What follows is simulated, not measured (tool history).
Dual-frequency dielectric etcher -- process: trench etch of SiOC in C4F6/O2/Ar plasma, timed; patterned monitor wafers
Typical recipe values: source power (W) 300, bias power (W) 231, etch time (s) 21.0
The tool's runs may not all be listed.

| run | day | source power (W) | bias power (W) | etch time (s) | read-back reference wafer on the same gauge, depth_nm | mean etch depth across the wafer (angstrom) |
|---|---|---|---|---|---|---|
| 1 | 0.000 | 300 | 231 | 21.0 | 34.58 | 421.4 |
| 2 | 3.758 | 300 | 231 | 21.0 | 34.57 | 417.7 |
|  | 5.742 | wet clean of the chamber |
| 3 | 7.050 | 300 | 231 | 21.0 | 34.62 | 402.1 |
| 4 | 9.038 | 300 | 231 | 21.0 | 34.60 | 402.1 |
| 5 | 11.571 | 300 | 231 | 18.0 | 34.63 | 345.0 |
| 6 | 14.554 | 300 | 231 | 18.0 | 34.55 | 351.6 |
| 7 | 16.642 | 300 | 231 | 21.0 | 34.62 | 406.5 |
| 8 | 20.100 | 240 | 269 | 21.0 | 34.57 | 417.1 |
| 9 | 24.262 | 330 | 231 | 23.0 | 34.64 | 467.3 |
| 10 | 26.208 | 360 | 187 | 21.0 | 34.62 | 395.7 |
|  | 28.708 | bias power generator calibrated |
| 11 | 30.329 | 360 | 252 | 24.5 | 34.61 | 534.0 |
|  | 34.808 | wet clean of the chamber |
| 12 | 34.829 | 300 | 231 | 21.0 | 34.56 | 403.9 |
| 13 | 38.538 | 300 | 279 | 21.0 | 34.65 | 434.9 |
| 14 | 41.171 | 340 | 231 | 19.0 | 34.67 | 380.2 |
| 15 | 44.567 | 300 | 180 | 21.0 | 34.57 | 366.4 |
| 16 | 46.729 | 260 | 231 | 26.5 | 34.59 | 496.5 |
|  | 49.596 | source power generator calibrated |
| 17 | 50.221 | 300 | 252 | 21.0 | 34.62 | 424.0 |
| 18 | 52.954 | 300 | 208 | 21.0 | 34.57 | 393.7 |
| 19 | 57.375 | 300 | 231 | 21.0 | 34.56 | 417.4 |

Expected results for the next run?
| 20 | 70.300 | 300 | 266 | 16.5 | ? | ? |

Run 20 came out at read-back reference wafer on the same gauge, depth_nm 34.56, mean etch depth across the wafer (angstrom) 353.1.
If the tool had no hidden condition, the same run with the same run-to-run variation would have returned mean etch depth across the wafer (angstrom) 334.1.
